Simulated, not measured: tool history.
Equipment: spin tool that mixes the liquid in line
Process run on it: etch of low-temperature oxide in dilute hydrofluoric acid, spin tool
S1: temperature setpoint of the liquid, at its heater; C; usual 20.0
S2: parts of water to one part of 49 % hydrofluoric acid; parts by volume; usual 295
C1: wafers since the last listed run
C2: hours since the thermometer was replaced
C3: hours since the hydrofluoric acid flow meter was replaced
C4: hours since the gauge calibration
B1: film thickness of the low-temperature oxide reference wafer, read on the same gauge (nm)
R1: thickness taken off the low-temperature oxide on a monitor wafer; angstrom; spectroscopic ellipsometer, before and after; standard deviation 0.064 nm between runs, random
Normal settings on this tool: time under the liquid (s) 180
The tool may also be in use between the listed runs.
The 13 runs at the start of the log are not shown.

{"run": 14, "hour": 617.4, "S1": 20.0, "S2": 295, "time under the liquid (s)": 180, "C1": 238, "C2": 577.4, "C3": 353.9, "C4": 1254.5, "B1": 120.04, "R1": 89.7}
{"run": 15, "hour": 676.4, "S1": 20.0, "S2": 295, "time under the liquid (s)": 180, "C1": 279, "C2": 636.4, "C3": 412.9, "C4": 1313.5, "B1": 120.02, "R1": 90.8}
{"run": 16, "hour": 741.1, "S1": 24.5, "S2": 385, "time under the liquid (s)": 215, "C1": 306, "C2": 701.1, "C3": 477.6, "C4": 1378.2, "B1": 119.96, "R1": 88.4}
{"run": 17, "hour": 812.8, "S1": 20.0, "S2": 295, "time under the liquid (s)": 180, "C1": 339, "C2": 772.8, "C3": 549.3, "C4": 1449.9, "B1": 120.02, "R1": 88.9}
{"run": 18, "hour": 852.9, "S1": 20.0, "S2": 230, "time under the liquid (s)": 220, "C1": 190, "C2": 812.9, "C3": 589.4, "C4": 1490.0, "B1": 119.98, "R1": 149.6}
{"run": 19, "hour": 899.7, "S1": 20.0, "S2": 295, "time under the liquid (s)": 215, "C1": 221, "C2": 859.7, "C3": 636.2, "C4": 1536.8, "B1": 119.98, "R1": 106.4}
{"hour": 923.1, "done": "gauge calibrated"}
{"run": 20, "hour": 932.1, "S1": 20.0, "S2": 295, "time under the liquid (s)": 180, "C1": 153, "C2": 892.1, "C3": 668.6, "C4": 9.0, "B1": 119.95, "R1": 89.4}
{"run": 21, "hour": 974.5, "S1": 20.0, "S2": 295, "time under the liquid (s)": 180, "C1": 200, "C2": 934.5, "C3": 711.0, "C4": 51.4, "B1": 120.0, "R1": 88.4}
{"run": 22, "hour": 1025.2, "S1": 20.0, "S2": 240, "time under the liquid (s)": 180, "C1": 240, "C2": 985.2, "C3": 761.7, "C4": 102.1, "B1": 119.99, "R1": 114.0}
{"run": 23, "hour": 1090.9, "S1": 20.0, "S2": 335, "time under the liquid (s)": 180, "C1": 311, "C2": 1050.9, "C3": 827.4, "C4": 167.8, "B1": 119.99, "R1": 75.8}
{"run": 24, "hour": 1150.9, "S1": 20.0, "S2": 295, "time under the liquid (s)": 120, "C1": 284, "C2": 1110.9, "C3": 887.4, "C4": 227.8, "B1": 119.99, "R1": 59.4}
{"run": 25, "hour": 1194.0, "S1": 20.0, "S2": 245, "time under the liquid (s)": 180, "C1": 204, "C2": 1154.0, "C3": 930.5, "C4": 270.9, "B1": 120.01, "R1": 109.5}
{"run": 26, "hour": 1258.5, "S1": 20.0, "S2": 295, "time under the liquid (s)": 125, "C1": 305, "C2": 1218.5, "C3": 995.0, "C4": 335.4, "B1": 120.01, "R1": 60.8}
{"run": 27, "hour": 1315.2, "S1": 22.5, "S2": 410, "time under the liquid (s)": 140, "C1": 268, "C2": 1275.2, "C3": 1051.7, "C4": 392.1, "B1": 120.04, "R1": 49.6}
{"run": 28, "hour": 1344.4, "S1": 20.0, "S2": 295, "time under the liquid (s)": 260, "C1": 138, "C2": 1304.4, "C3": 1080.9, "C4": 421.3, "B1": 120.01, "R1": 127.2}
{"run": 29, "hour": 1398.3, "S1": 21.5, "S2": 215, "time under the liquid (s)": 180, "C1": 255, "C2": 1358.3, "C3": 1134.8, "C4": 475.2, "B1": 120.0, "R1": 137.3}
{"run": 30, "hour": 1461.8, "S1": 18.0, "S2": 295, "time under the liquid (s)": 180, "C1": 300, "C2": 1421.8, "C3": 1198.3, "C4": 538.7, "B1": 120.0, "R1": 80.7}
{"run": 31, "hour": 1488.8, "S1": 20.0, "S2": 295, "time under the liquid (s)": 80, "C1": 127, "C2": 1448.8, "C3": 1225.3, "C4": 565.7, "B1": 119.97, "R1": 38.6}

Branching from run 31: 5 alternative next runs. What would each branch give?
{"run": "A", "hour": 1489.3, "S1": 20.0, "S2": 295, "time under the liquid (s)": 180, "C1": 2, "C2": 1449.3, "C3": 1225.8, "C4": 566.2, "B1": "?", "R1": "?"}
{"run": "B", "hour": 1489.3, "S1": 17.0, "S2": 425, "time under the liquid (s)": 140, "C1": 2, "C2": 1449.3, "C3": 1225.8, "C4": 566.2, "B1": "?", "R1": "?"}
{"run": "C", "hour": 1489.3, "S1": 20.0, "S2": 440, "time under the liquid (s)": 180, "C1": 2, "C2": 1449.3, "C3": 1225.8, "C4": 566.2, "B1": "?", "R1": "?"}
{"run": "D", "hour": 1489.3, "S1": 18.5, "S2": 355, "time under the liquid (s)": 135, "C1": 2, "C2": 1449.3, "C3": 1225.8, "C4": 566.2, "B1": "?", "R1": "?"}
{"run": "E", "hour": 1489.3, "S1": 20.0, "S2": 345, "time under the liquid (s)": 180, "C1": 2, "C2": 1449.3, "C3": 1225.8, "C4": 566.2, "B1": "?", "R1": "?"}

run=A B1=120.01 R1=87.5
run=B B1=120.01 R1=38.1
run=C B1=120.01 R1=52.1
run=D B1=120.01 R1=49.1
run=E B1=120.01 R1=71.7
The same runs, with their run-to-run variation unchanged, on a tool lacking any hidden condition would have given:
run=A R1=92.3
run=B R1=40.1
run=C R1=54.7
run=D R1=51.7
run=E R1=75.5
